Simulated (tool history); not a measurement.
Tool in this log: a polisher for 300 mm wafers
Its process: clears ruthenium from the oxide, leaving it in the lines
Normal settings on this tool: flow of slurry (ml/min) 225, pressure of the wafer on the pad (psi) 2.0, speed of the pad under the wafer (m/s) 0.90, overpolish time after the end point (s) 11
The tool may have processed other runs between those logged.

run    hour  flow of slurry (ml/min)  pressure of the wafer on the pad (psi)  speed of the pad under the wafer (m/s)  overpolish time after the end point (s)  wafers since the last listed run  wafers polished on this pad  hours since the slurry nozzle was cleaned  hours since the head pressure was calibrated  incoming thickness of the incoming film, nm  time until the end point was called (s)
  1     0.0                      225                                     2.0                                    0.90                                       11                                 0                         1027                                       12.5                                         621.8                                        142.2                                    139.3
  2    83.3                      225                                     2.0                                    0.90                                       11                               355                         1382                                       95.8                                         705.1                                        139.4                                    136.0
  3   156.1                      225                                     2.0                                    1.04                                        6                               310                         1693                                      168.6                                         777.9                                        140.1                                    132.0
  4   234.6                      225                                     2.0                                    1.04                                        6                               335                         2028                                      247.1                                         856.4                                        137.5                                    125.2
      269.6  -- worn pad replaced by a new one
  5   370.8                      225                                     2.0                                    0.90                                        8                               564                          432                                      383.3                                         992.6                                        138.5                                    129.3
      389.3  -- slurry nozzle cleaned
  6   423.2                      225                                     2.0                                    0.90                                       11                               219                          651                                       33.9                                        1045.0                                        139.5                                    136.6
  7   475.3                      225                                     2.0                                    0.90                                       11                               222                          874                                       86.0                                        1097.1                                        141.5                                    144.6
  8   522.4                      225                                     2.0                                    0.90                                       11                               201                         1075                                      133.1                                        1144.2                                        137.9                                    138.6
  9   641.4                      225                                     2.0                                    0.90                                       11                               508                         1583                                      252.1                                        1263.2                                        141.8                                    149.6
      699.4  -- worn pad replaced by a new one
 10   714.7                      225                                     2.0                                    0.90                                       11                               295                           65                                      325.4                                        1336.5                                        139.8                                    136.6
      725.8  -- head pressure recalibrated
 11   783.8                      225                                     2.0                                    1.06                                       11                               286                          351                                      394.5                                          58.0                                        141.8                                    118.5
      817.1  -- slurry nozzle cleaned
 12   832.2                      225                                     2.0                                    1.06                                       11                               202                          554                                       15.1                                         106.4                                        140.8                                    115.2
 13   902.8                      225                                     2.0                                    0.90                                       11                               301                          855                                       85.7                                         177.0                                        141.1                                    135.8
 14   997.7                      225                                     2.0                                    0.90                                       11                               405                         1260                                      180.6                                         271.9                                        137.6                                    139.1
 15  1065.0                      225                                     2.0                                    0.90                                       11                               287                         1548                                      247.9                                         339.2                                        141.1                                    147.9
     1158.2  -- worn pad replaced by a new one
 16  1168.2                      285                                     2.0                                    1.02                                       17                               423                           42                                      351.1                                         442.4                                        141.0                                    113.2
 17  1272.0                      225                                     2.0                                    0.90                                       17                               443                          486                                      454.9                                         546.2                                        139.9                                    133.4
     1285.0  -- slurry nozzle cleaned
 18  1366.3                      225                                     2.0                                    0.90                                       11                               398                          884                                       81.3                                         640.5                                        139.9                                    130.1
 19  1437.1                      225                                     2.0                                    0.58                                       16                               302                         1186                                      152.1                                         711.3                                        140.0                                    214.5
 20  1514.2                      170                                     2.0                                    0.90                                       11                               329                         1516                                      229.2                                         788.4                                        139.1                                    146.7
     1544.9  -- worn pad replaced by a new one
 21  1581.7                      225                                     2.2                                    0.90                                       15                               271                          156                                      296.7                                         855.9                                        138.9                                    124.9
 22  1645.4                      225                                     1.7                                    1.18                                       11                               272                          428                                      360.4                                         919.6                                        139.4                                    113.7
     1678.0  -- slurry nozzle cleaned
 23  1705.7                      255                                     2.0                                    0.90                                       16                               253                          682                                       27.7                                         979.9                                        141.8                                    135.6
 24  1942.0                      225                                     2.0                                    0.66                                       11                              1009                         1691                                      264.0                                        1216.2                                        139.3                                    189.2
     1984.2  -- head pressure recalibrated
 25  1995.4                      190                                     1.4                                    0.90                                       11                               219                         1910                                      317.4                                          11.2                                        137.2                                    199.3
     2017.3  -- worn pad replaced by a new one
 26  2039.2                      225                                     2.3                                    0.90                                       11                               169                           93                                      361.2                                          55.0                                        139.5                                    119.4
 27  2131.3                      225                                     2.0                                    0.76                                       13                               393                          486                                      453.3                                         147.1                                        138.2                                    160.9
     2152.8  -- slurry nozzle cleaned
 28  2222.3                      225                                     2.0                                    0.90                                       11                               384                          871                                       69.5                                         238.1                                        139.7                                    136.9

Give the tool's hidden conditions for every run:
slurry flow missing at the pad, %: 0 at every run
deviation of the head's pressure from its setpoint, %: 0 at every run
H1: removal rate lost through wear of the pad, %
run     H1
  1   4.57
  2   7.43
  3   10.6
  4   14.8
  5   2.57
  6   3.38
  7   4.51
  8   5.83
  9   10.3
 10   1.35
 11   1.77
 12   2.41
 13   3.85
 14   6.74
 15   9.46
 16  0.609
 17   1.39
 18   3.23
 19   5.33
 20    8.3
 21  0.661
 22   1.19
 23   2.15
 24   10.2
 25   12.9
 26   1.34
 27    2.1
 28   3.86
